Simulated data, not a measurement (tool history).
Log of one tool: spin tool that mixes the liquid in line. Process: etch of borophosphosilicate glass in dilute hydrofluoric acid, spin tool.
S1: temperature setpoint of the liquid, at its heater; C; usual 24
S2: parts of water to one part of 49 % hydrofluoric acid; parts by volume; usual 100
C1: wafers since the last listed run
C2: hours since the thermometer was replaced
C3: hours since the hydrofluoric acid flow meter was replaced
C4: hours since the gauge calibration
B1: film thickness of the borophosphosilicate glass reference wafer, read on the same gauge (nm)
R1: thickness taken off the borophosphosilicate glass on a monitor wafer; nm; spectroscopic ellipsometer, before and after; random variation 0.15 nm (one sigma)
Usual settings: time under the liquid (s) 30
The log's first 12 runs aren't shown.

run 13 day=11.883 | S1=24 S2=100 time_under_the_liquid_(s)=30 | C1=351 C2=46.4 C3=1968.9 C4=502.6 | B1=100 | R1=21.52
run 14 day=12.971 | S1=22 S2=100 time_under_the_liquid_(s)=30 | C1=530 C2=72.5 C3=1995 C4=528.7 | B1=100.03 | R1=20.05
run 15 day=13.662 | S1=22.5 S2=100 time_under_the_liquid_(s)=15 | C1=337 C2=89.1 C3=2011.6 C4=545.3 | B1=99.94 | R1=10.31
run 16 day=14.575 | S1=20.5 S2=140 time_under_the_liquid_(s)=40 | C1=445 C2=111 C3=2033.5 C4=567.2 | B1=99.99 | R1=17.4
run 17 day=16.817 | S1=26.5 S2=145 time_under_the_liquid_(s)=25 | C1=1093 C2=164.8 C3=2087.3 C4=621 | B1=100.03 | R1=13.27
run 18 day=17.467 | S1=24 S2=100 time_under_the_liquid_(s)=30 | C1=317 C2=180.4 C3=2102.9 C4=636.6 | B1=99.98 | R1=21.77
run 19 day=18.3 | S1=24 S2=100 time_under_the_liquid_(s)=30 | C1=406 C2=200.4 C3=2122.9 C4=656.6 | B1=99.97 | R1=22.03
run 20 day=19.017 | S1=19 S2=100 time_under_the_liquid_(s)=35 | C1=349 C2=217.6 C3=2140.1 C4=673.8 | B1=99.98 | R1=20.82
run 21 day=20.012 | S1=24 S2=65 time_under_the_liquid_(s)=30 | C1=485 C2=241.5 C3=2164 C4=697.7 | B1=100 | R1=34.82
-- day=20.354 hydrofluoric acid flow meter replaced
run 22 day=21.2 | S1=24 S2=80 time_under_the_liquid_(s)=15 | C1=558 C2=270 C3=20.3 C4=726.2 | B1=100.01 | R1=12.59
run 23 day=22.196 | S1=28.5 S2=65 time_under_the_liquid_(s)=30 | C1=485 C2=293.9 C3=44.2 C4=750.1 | B1=99.99 | R1=37.79
run 24 day=23.325 | S1=20 S2=100 time_under_the_liquid_(s)=30 | C1=550 C2=321 C3=71.3 C4=777.2 | B1=100.01 | R1=16.59
run 25 day=24.183 | S1=25.5 S2=145 time_under_the_liquid_(s)=30 | C1=418 C2=341.6 C3=91.9 C4=797.8 | B1=100.02 | R1=13.52

Run 26 comes next. What will it give?
-- day=24.688 gauge calibrated
run 26 day=24.833 | S1=21.5 S2=100 time_under_the_liquid_(s)=30 | C1=317 C2=357.2 C3=107.5 C4=3.5 | B1=? | R1=?

{"run 26": {"B1": 100, "R1": 17.82}}
Without the tool's hidden state the same run would have given R1 17.37 nm.

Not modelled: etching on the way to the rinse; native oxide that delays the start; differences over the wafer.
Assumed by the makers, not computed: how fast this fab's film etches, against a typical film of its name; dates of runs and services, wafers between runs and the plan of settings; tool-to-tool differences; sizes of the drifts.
